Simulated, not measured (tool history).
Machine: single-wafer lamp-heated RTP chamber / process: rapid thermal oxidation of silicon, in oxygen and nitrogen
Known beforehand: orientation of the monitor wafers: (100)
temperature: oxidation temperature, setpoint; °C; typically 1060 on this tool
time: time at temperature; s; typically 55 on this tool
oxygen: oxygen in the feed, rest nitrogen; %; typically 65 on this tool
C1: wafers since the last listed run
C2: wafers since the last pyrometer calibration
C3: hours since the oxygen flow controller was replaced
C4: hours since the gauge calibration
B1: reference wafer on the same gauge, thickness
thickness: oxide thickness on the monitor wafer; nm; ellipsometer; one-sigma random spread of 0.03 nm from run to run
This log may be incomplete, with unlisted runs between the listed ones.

run 1 day=0 | temperature=1060 time=55 oxygen=65 | C1=0 C2=2387 C3=5723.2 C4=103.1 | B1=6.696 | thickness=7.998
run 2 day=0.596 | temperature=1060 time=55 oxygen=65 | C1=142 C2=2529 C3=5737.5 C4=117.4 | B1=6.688 | thickness=8.1
run 3 day=1.129 | temperature=1060 time=55 oxygen=79 | C1=127 C2=2656 C3=5750.3 C4=130.2 | B1=6.694 | thickness=8.66
run 4 day=1.392 | temperature=1060 time=55 oxygen=65 | C1=62 C2=2719 C3=5756.6 C4=136.5 | B1=6.685 | thickness=8.068
run 5 day=1.838 | temperature=1060 time=55 oxygen=65 | C1=106 C2=2825 C3=5767.3 C4=147.2 | B1=6.691 | thickness=8.082
run 6 day=2.208 | temperature=1060 time=55 oxygen=65 | C1=88 C2=2914 C3=5776.2 C4=156.1 | B1=6.685 | thickness=8.066
run 7 day=2.479 | temperature=1060 time=55 oxygen=65 | C1=64 C2=2978 C3=5782.7 C4=162.6 | B1=6.694 | thickness=8.03
run 8 day=2.833 | temperature=1060 time=55 oxygen=65 | C1=84 C2=3063 C3=5791.2 C4=171.1 | B1=6.691 | thickness=8.031
run 9 day=3.521 | temperature=1060 time=55 oxygen=65 | C1=163 C2=3227 C3=5807.7 C4=187.6 | B1=6.69 | thickness=8.099
run 10 day=4.179 | temperature=1060 time=55 oxygen=65 | C1=157 C2=3384 C3=5823.5 C4=203.4 | B1=6.686 | thickness=8.072
run 11 day=4.6 | temperature=1060 time=55 oxygen=65 | C1=100 C2=3484 C3=5833.6 C4=213.5 | B1=6.686 | thickness=8.148
-- day=5.029 gauge calibrated
run 12 day=5.183 | temperature=1060 time=45 oxygen=65 | C1=139 C2=3623 C3=5847.6 C4=3.7 | B1=6.684 | thickness=7.476
-- day=5.554 pyrometer window cleaned and pyrometer calibrated
run 13 day=5.575 | temperature=1081 time=49 oxygen=65 | C1=13 C2=4 C3=5857 C4=13.1 | B1=6.688 | thickness=8.604
run 14 day=6.112 | temperature=1081 time=49 oxygen=65 | C1=128 C2=132 C3=5869.9 C4=26 | B1=6.684 | thickness=8.68
run 15 day=6.517 | temperature=1060 time=55 oxygen=65 | C1=96 C2=229 C3=5879.6 C4=35.7 | B1=6.699 | thickness=7.898
run 16 day=7.012 | temperature=1060 time=55 oxygen=65 | C1=118 C2=347 C3=5891.5 C4=47.6 | B1=6.684 | thickness=7.962
run 17 day=7.433 | temperature=1060 time=55 oxygen=65 | C1=100 C2=447 C3=5901.6 C4=57.7 | B1=6.696 | thickness=7.904
-- day=8.275 oxygen flow controller replaced
run 18 day=8.296 | temperature=1041 time=55 oxygen=65 | C1=126 C2=574 C3=0.5 C4=78.4 | B1=6.705 | thickness=6.996
run 19 day=8.7 | temperature=1087 time=40 oxygen=84 | C1=96 C2=670 C3=10.2 C4=88.1 | B1=6.688 | thickness=9.05
run 20 day=8.992 | temperature=1071 time=67 oxygen=38 | C1=69 C2=740 C3=17.2 C4=95.1 | B1=6.683 | thickness=7.68
run 21 day=9.408 | temperature=1034 time=73 oxygen=37 | C1=99 C2=839 C3=27.2 C4=105.1 | B1=6.691 | thickness=6.199
run 22 day=9.867 | temperature=1070 time=46 oxygen=89 | C1=109 C2=948 C3=38.2 C4=116.1 | B1=6.696 | thickness=8.824
run 23 day=11.312 | temperature=1060 time=55 oxygen=65 | C1=344 C2=1293 C3=72.9 C4=150.8 | B1=6.685 | thickness=7.984
run 24 day=11.633 | temperature=1060 time=55 oxygen=65 | C1=76 C2=1370 C3=80.6 C4=158.5 | B1=6.693 | thickness=8.015
run 25 day=12.288 | temperature=1068 time=32 oxygen=65 | C1=156 C2=1526 C3=96.3 C4=174.2 | B1=6.693 | thickness=6.668
run 26 day=12.767 | temperature=1044 time=55 oxygen=88 | C1=114 C2=1640 C3=107.8 C4=185.7 | B1=6.692 | thickness=8.03
-- day=12.925 gauge calibrated
run 27 day=13.042 | temperature=1060 time=46 oxygen=65 | C1=65 C2=1706 C3=114.4 C4=2.8 | B1=6.684 | thickness=7.418
run 28 day=13.512 | temperature=1069 time=55 oxygen=55 | C1=112 C2=1818 C3=125.7 C4=14.1 | B1=6.682 | thickness=8.047
run 29 day=14.133 | temperature=1041 time=55 oxygen=65 | C1=148 C2=1966 C3=140.6 C4=29 | B1=6.689 | thickness=7.017
run 30 day=14.629 | temperature=1034 time=55 oxygen=65 | C1=118 C2=2084 C3=152.5 C4=40.9 | B1=6.701 | thickness=6.719
run 31 day=15.154 | temperature=1060 time=55 oxygen=65 | C1=125 C2=2210 C3=165.1 C4=53.5 | B1=6.697 | thickness=8.022
run 32 day=15.475 | temperature=1087 time=40 oxygen=84 | C1=76 C2=2286 C3=172.8 C4=61.2 | B1=6.696 | thickness=9.148
run 33 day=16.046 | temperature=1060 time=63 oxygen=56 | C1=136 C2=2422 C3=186.5 C4=74.9 | B1=6.692 | thickness=8.096
run 34 day=16.362 | temperature=1060 time=55 oxygen=65 | C1=75 C2=2498 C3=194.1 C4=82.5 | B1=6.686 | thickness=8.086

For each run, what was the tool's unlogged condition?
deviation of the oxygen flow from its setpoint, %: 0 at every run
gauge reads high (%): 0 at every run
H1: true wafer temperature minus pyrometer reading, K
run=1 H1=2.94
run=2 H1=3.1
run=3 H1=3.24
run=4 H1=3.31
run=5 H1=3.43
run=6 H1=3.53
run=7 H1=3.6
run=8 H1=3.7
run=9 H1=3.88
run=10 H1=4.06
run=11 H1=4.17
run=12 H1=4.32
run=13 H1=0.103
run=14 H1=0.247
run=15 H1=0.354
run=16 H1=0.487
run=17 H1=0.599
run=18 H1=0.829
run=19 H1=0.937
run=20 H1=1.02
run=21 H1=1.13
run=22 H1=1.25
run=23 H1=1.63
run=24 H1=1.72
run=25 H1=1.89
run=26 H1=2.02
run=27 H1=2.1
run=28 H1=2.22
run=29 H1=2.39
run=30 H1=2.52
run=31 H1=2.66
run=32 H1=2.75
run=33 H1=2.9
run=34 H1=2.98

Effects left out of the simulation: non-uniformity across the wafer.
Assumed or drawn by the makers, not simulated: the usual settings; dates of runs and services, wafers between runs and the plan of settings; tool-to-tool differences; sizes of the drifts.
